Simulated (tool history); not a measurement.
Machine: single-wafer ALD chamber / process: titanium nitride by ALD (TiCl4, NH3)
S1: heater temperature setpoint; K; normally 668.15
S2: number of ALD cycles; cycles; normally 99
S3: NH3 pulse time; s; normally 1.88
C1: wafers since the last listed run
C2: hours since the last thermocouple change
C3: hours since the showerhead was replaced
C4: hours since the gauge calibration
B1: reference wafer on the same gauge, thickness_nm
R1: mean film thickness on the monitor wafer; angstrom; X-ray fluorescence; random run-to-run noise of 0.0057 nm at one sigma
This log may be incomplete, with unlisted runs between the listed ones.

run,hour,S1,S2,S3,C1,C2,C3,C4,B1,R1
1,0,668.15,99,1.88,0,1069,4409,562.6,2.38,22.91
2,8.9,668.15,99,1.88,15,1077.9,4417.9,571.5,2.38,22.86
3,24.4,668.15,90,2.09,26,1093.4,4433.4,587,2.382,21.01
4,41,668.15,90,2.09,28,1110,4450,603.6,2.379,20.87
5,47.5,668.15,99,1.88,11,1116.5,4456.5,610.1,2.381,22.88
6,62.3,668.15,99,1.88,25,1131.3,4471.3,624.9,2.38,22.93
7,76.3,668.15,99,1.88,24,1145.3,4485.3,638.9,2.379,22.84
# hour 85.9: thermocouple changed; heater temperature recalibrated
8,93.4,668.15,99,1.88,15,7.5,4502.4,656,2.38,22.87
9,101.6,668.15,99,1.88,14,15.7,4510.6,664.2,2.381,22.86
10,112,668.15,99,1.88,17,26.1,4521,674.6,2.379,22.87
# hour 129: showerhead replaced
11,129.5,679.15,99,1.88,16,43.6,0.5,692.1,2.379,23.04
12,137.3,679.15,99,1.88,13,51.4,8.3,699.9,2.38,22.97
13,151.1,679.15,99,1.88,23,65.2,22.1,713.7,2.379,22.98
14,164.9,668.15,99,1.88,23,79,35.9,727.5,2.38,23.01
15,177.2,653.15,105,2.31,21,91.3,48.2,739.8,2.38,24.28
16,187.3,664.15,105,1.88,17,101.4,58.3,749.9,2.382,24.2
17,195.7,658.15,94,2.6,14,109.8,66.7,758.3,2.38,21.81
# hour 208: gauge calibrated
18,229.2,668.15,99,1.88,57,143.3,100.2,21.2,2.38,22.93
19,235.6,668.15,99,2.18,11,149.7,106.6,27.6,2.38,23.05
20,249.1,668.15,84,1.88,23,163.2,120.1,41.1,2.379,19.38
21,260.2,668.15,99,1.25,19,174.3,131.2,52.2,2.38,22.42
22,276.4,658.15,108,1.58,27,190.5,147.4,68.4,2.38,24.51
23,294.1,654.15,105,1.88,30,208.2,165.1,86.1,2.38,23.89
24,309.6,654.15,99,1.88,26,223.7,180.6,101.6,2.381,22.6
25,323.4,664.15,92,2.22,23,237.5,194.4,115.4,2.38,21.35
26,331.3,668.15,99,1.88,13,245.4,202.3,123.3,2.38,22.97
27,343.8,676.15,86,2.47,21,257.9,214.8,135.8,2.38,20.04
28,372.7,654.15,86,1.88,49,286.8,243.7,164.7,2.379,19.68
29,385,668.15,99,1.88,21,299.1,256,177,2.38,22.83
30,399.7,676.15,86,2.47,25,313.8,270.7,191.7,2.38,20.14
31,416.4,668.15,99,1.88,28,330.5,287.4,208.4,2.382,23.01
32,431.7,668.15,99,1.88,26,345.8,302.7,223.7,2.38,22.92
33,444.1,668.15,99,1.88,21,358.2,315.1,236.1,2.38,22.89
34,456.6,654.15,86,1.88,21,370.7,327.6,248.6,2.38,19.7
35,468.5,668.15,99,1.88,20,382.6,339.5,260.5,2.379,22.87
36,474.6,659.15,105,2.1,10,388.7,345.6,266.6,2.38,24.2
37,483.6,675.15,99,1.52,15,397.7,354.6,275.6,2.38,22.8
38,492.1,681.15,91,2.07,14,406.2,363.1,284.1,2.378,21.2
39,508.1,668.15,99,2.51,27,422.2,379.1,300.1,2.379,23.13

Take each entry between the runs: how does the hidden state at the last listed run before it differ from the hidden state at the first listed run after it?
Runs 7 to 8: thermocouple changed; heater temperature recalibrated (hour 85.9)
  no hidden state differs between the two runs
Runs 10 to 11: showerhead replaced (hour 129)
  no hidden state differs between the two runs
Runs 17 to 18: gauge calibrated (hour 208)
  no hidden state differs between the two runs
